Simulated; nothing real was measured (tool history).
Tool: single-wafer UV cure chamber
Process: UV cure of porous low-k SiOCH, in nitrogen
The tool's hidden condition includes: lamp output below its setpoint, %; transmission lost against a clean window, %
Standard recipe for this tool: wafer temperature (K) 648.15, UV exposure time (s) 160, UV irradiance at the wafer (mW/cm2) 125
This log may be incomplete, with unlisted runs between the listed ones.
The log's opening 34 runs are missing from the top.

| run | hour | wafer temperature (K) | UV exposure time (s) | UV irradiance at the wafer (mW/cm2) | wafers since the last listed run | hours since the UV bulbs were replaced | wafers since the quartz window was cleaned | loss of film thickness in the cure (%) |
|---|---|---|---|---|---|---|---|---|
| 35 | 2700.9 | 664.15 | 160 | 85 | 644 | 1137.5 | 2652 | 11.632 |
| 36 | 2772.4 | 648.15 | 160 | 125 | 636 | 1209.0 | 3289 | 13.502 |
| 37 | 2878.0 | 648.15 | 160 | 112 | 939 | 1314.6 | 4228 | 12.516 |
| 38 | 2929.0 | 648.15 | 160 | 111 | 453 | 1365.6 | 4682 | 12.446 |
|  | 3024.4 | quartz window cleaned |
| 39 | 3024.9 | 636.15 | 190 | 160 | 782 | 1461.5 | 4 | 14.684 |
| 40 | 3097.0 | 648.15 | 160 | 125 | 641 | 1533.6 | 645 | 13.330 |
| 41 | 3179.7 | 648.15 | 160 | 125 | 735 | 1616.3 | 1381 | 13.037 |
| 42 | 3269.5 | 648.15 | 105 | 125 | 799 | 1706.1 | 2180 | 11.578 |
|  | 3357.5 | UV bulbs replaced |
| 43 | 3358.0 | 648.15 | 160 | 103 | 716 | 0.5 | 2897 | 11.989 |

Each row is a separate what-if for the run after 43, all from the same tool condition, not one after another. Results?
| A | 3358.5 | 648.15 | 160 | 138 | 4 | 1.0 | 2901 | ? |
| B | 3358.5 | 648.15 | 190 | 142 | 4 | 1.0 | 2901 | ? |
| C | 3358.5 | 648.15 | 65 | 140 | 4 | 1.0 | 2901 | ? |
| D | 3358.5 | 637.15 | 105 | 158 | 4 | 1.0 | 2901 | ? |
| E | 3358.5 | 662.15 | 70 | 125 | 4 | 1.0 | 2901 | ? |

| run | loss of film thickness in the cure (%) |
|---|---|
| A | 13.222 |
| B | 14.205 |
| C | 9.090 |
| D | 11.636 |
| E | 9.169 |
Had the tool no hidden state, the same runs would have come out as:
| run | loss of film thickness in the cure (%) |
|---|---|
| A | 13.222 |
| B | 14.205 |
| C | 9.090 |
| D | 11.636 |
| E | 9.169 |

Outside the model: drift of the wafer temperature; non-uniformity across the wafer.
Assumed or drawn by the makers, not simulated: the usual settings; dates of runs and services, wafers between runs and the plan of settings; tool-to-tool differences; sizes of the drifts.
